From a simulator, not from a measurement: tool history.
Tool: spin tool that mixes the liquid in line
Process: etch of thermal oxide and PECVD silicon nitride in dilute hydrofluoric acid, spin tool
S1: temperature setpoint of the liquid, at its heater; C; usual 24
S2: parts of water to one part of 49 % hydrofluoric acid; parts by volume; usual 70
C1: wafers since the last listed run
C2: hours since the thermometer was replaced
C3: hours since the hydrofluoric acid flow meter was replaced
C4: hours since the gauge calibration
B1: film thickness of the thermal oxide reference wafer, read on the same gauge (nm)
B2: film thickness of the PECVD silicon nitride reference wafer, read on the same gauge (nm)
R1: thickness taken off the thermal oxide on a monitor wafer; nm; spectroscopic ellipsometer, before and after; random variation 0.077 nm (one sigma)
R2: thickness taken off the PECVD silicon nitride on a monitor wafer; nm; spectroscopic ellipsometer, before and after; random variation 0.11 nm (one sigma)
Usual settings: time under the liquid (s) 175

run 1 hour=0 | S1=24 S2=70 time_under_the_liquid_(s)=200 | C1=0 C2=1005.8 C3=938.9 C4=260.3 | B1=110 B2=39.97 | R1=11.34 R2=11.31
run 2 hour=35.4 | S1=24 S2=70 time_under_the_liquid_(s)=200 | C1=175 C2=1041.2 C3=974.3 C4=295.7 | B1=109.99 B2=39.93 | R1=11.19 R2=10.98
-- hour=56.6 gauge calibrated
run 3 hour=61.2 | S1=27 S2=70 time_under_the_liquid_(s)=200 | C1=127 C2=1067 C3=1000.1 C4=4.6 | B1=110.03 B2=40.03 | R1=12.67 R2=13.43
run 4 hour=79 | S1=27 S2=70 time_under_the_liquid_(s)=200 | C1=88 C2=1084.8 C3=1017.9 C4=22.4 | B1=109.99 B2=39.98 | R1=12.64 R2=13.56
run 5 hour=166 | S1=25 S2=70 time_under_the_liquid_(s)=175 | C1=430 C2=1171.8 C3=1104.9 C4=109.4 | B1=110.01 B2=40.02 | R1=10.3 R2=10.27
run 6 hour=199.5 | S1=25 S2=70 time_under_the_liquid_(s)=175 | C1=165 C2=1205.3 C3=1138.4 C4=142.9 | B1=109.99 B2=39.95 | R1=10.11 R2=10.2
run 7 hour=231.1 | S1=24 S2=90 time_under_the_liquid_(s)=175 | C1=156 C2=1236.9 C3=1170 C4=174.5 | B1=109.99 B2=40.01 | R1=7.19 R2=7.38
run 8 hour=250.1 | S1=24 S2=90 time_under_the_liquid_(s)=175 | C1=94 C2=1255.9 C3=1189 C4=193.5 | B1=109.99 B2=40 | R1=7.31 R2=7.44
run 9 hour=266.2 | S1=24 S2=90 time_under_the_liquid_(s)=175 | C1=79 C2=1272 C3=1205.1 C4=209.6 | B1=110.02 B2=39.98 | R1=7.28 R2=7.53
run 10 hour=278.9 | S1=24 S2=70 time_under_the_liquid_(s)=175 | C1=62 C2=1284.7 C3=1217.8 C4=222.3 | B1=110 B2=39.99 | R1=9.67 R2=9.36
run 11 hour=296.9 | S1=24 S2=70 time_under_the_liquid_(s)=175 | C1=89 C2=1302.7 C3=1235.8 C4=240.3 | B1=109.98 B2=39.97 | R1=9.54 R2=9.65
-- hour=301.2 hydrofluoric acid flow meter replaced
run 12 hour=315.5 | S1=24 S2=70 time_under_the_liquid_(s)=175 | C1=87 C2=1321.3 C3=14.3 C4=258.9 | B1=110.01 B2=39.96 | R1=10.75 R2=10.47
run 13 hour=328.5 | S1=28 S2=70 time_under_the_liquid_(s)=175 | C1=64 C2=1334.3 C3=27.3 C4=271.9 | B1=110.01 B2=40.01 | R1=12.46 R2=13.65
run 14 hour=349.6 | S1=24 S2=70 time_under_the_liquid_(s)=175 | C1=104 C2=1355.4 C3=48.4 C4=293 | B1=110 B2=40 | R1=10.54 R2=10.3
run 15 hour=382.5 | S1=24 S2=70 time_under_the_liquid_(s)=255 | C1=162 C2=1388.3 C3=81.3 C4=325.9 | B1=110 B2=40.05 | R1=15.32 R2=15.27
run 16 hour=400.2 | S1=24 S2=100 time_under_the_liquid_(s)=115 | C1=87 C2=1406 C3=99 C4=343.6 | B1=109.99 B2=40.01 | R1=4.65 R2=4.83
-- hour=426.1 gauge calibrated
-- hour=430.5 thermometer replaced
run 17 hour=431.8 | S1=19.5 S2=55 time_under_the_liquid_(s)=255 | C1=151 C2=1.3 C3=130.6 C4=5.7 | B1=109.99 B2=40.01 | R1=16.64 R2=14.02
run 18 hour=449.1 | S1=28.5 S2=90 time_under_the_liquid_(s)=205 | C1=85 C2=18.6 C3=147.9 C4=23 | B1=110.02 B2=40 | R1=11.15 R2=12.65
run 19 hour=476.6 | S1=24 S2=70 time_under_the_liquid_(s)=175 | C1=136 C2=46.1 C3=175.4 C4=50.5 | B1=110.02 B2=39.96 | R1=10.55 R2=10.28
run 20 hour=519.2 | S1=20.5 S2=35 time_under_the_liquid_(s)=250 | C1=210 C2=88.7 C3=218 C4=93.1 | B1=110 B2=40.02 | R1=27.31 R2=22.81
run 21 hour=554.7 | S1=24 S2=70 time_under_the_liquid_(s)=175 | C1=175 C2=124.2 C3=253.5 C4=128.6 | B1=110.01 B2=39.98 | R1=10.48 R2=10.27
run 22 hour=589.3 | S1=27 S2=70 time_under_the_liquid_(s)=175 | C1=171 C2=158.8 C3=288.1 C4=163.2 | B1=110.02 B2=40 | R1=11.62 R2=12.49
run 23 hour=618.4 | S1=22.5 S2=100 time_under_the_liquid_(s)=275 | C1=143 C2=187.9 C3=317.2 C4=192.3 | B1=109.99 B2=40 | R1=10.31 R2=10.16
run 24 hour=648 | S1=20.5 S2=85 time_under_the_liquid_(s)=85 | C1=146 C2=217.5 C3=346.8 C4=221.9 | B1=110.01 B2=39.95 | R1=3.5 R2=3.21

3 ways to go on from here, each from the tool as it stands after run 24. What would each give?
run A hour=648.5 | S1=24 S2=70 time_under_the_liquid_(s)=175 | C1=2 C2=218 C3=347.3 C4=222.4 | B1=? B2=? | R1=? R2=?
run B hour=648.5 | S1=24 S2=85 time_under_the_liquid_(s)=95 | C1=2 C2=218 C3=347.3 C4=222.4 | B1=? B2=? | R1=? R2=?
run C hour=648.5 | S1=20.5 S2=80 time_under_the_liquid_(s)=255 | C1=2 C2=218 C3=347.3 C4=222.4 | B1=? B2=? | R1=? R2=?

run=A B1=110 B2=40.02 R1=10.22 R2=10.05
run=B B1=110 B2=40.02 R1=4.48 R2=4.5
run=C B1=110 B2=40.02 R1=11.15 R2=10.14
Without the tool's hidden state the same runs would have given:
run=A R1=10.68 R2=10.45
run=B R1=4.68 R2=4.69
run=C R1=11.65 R2=10.55

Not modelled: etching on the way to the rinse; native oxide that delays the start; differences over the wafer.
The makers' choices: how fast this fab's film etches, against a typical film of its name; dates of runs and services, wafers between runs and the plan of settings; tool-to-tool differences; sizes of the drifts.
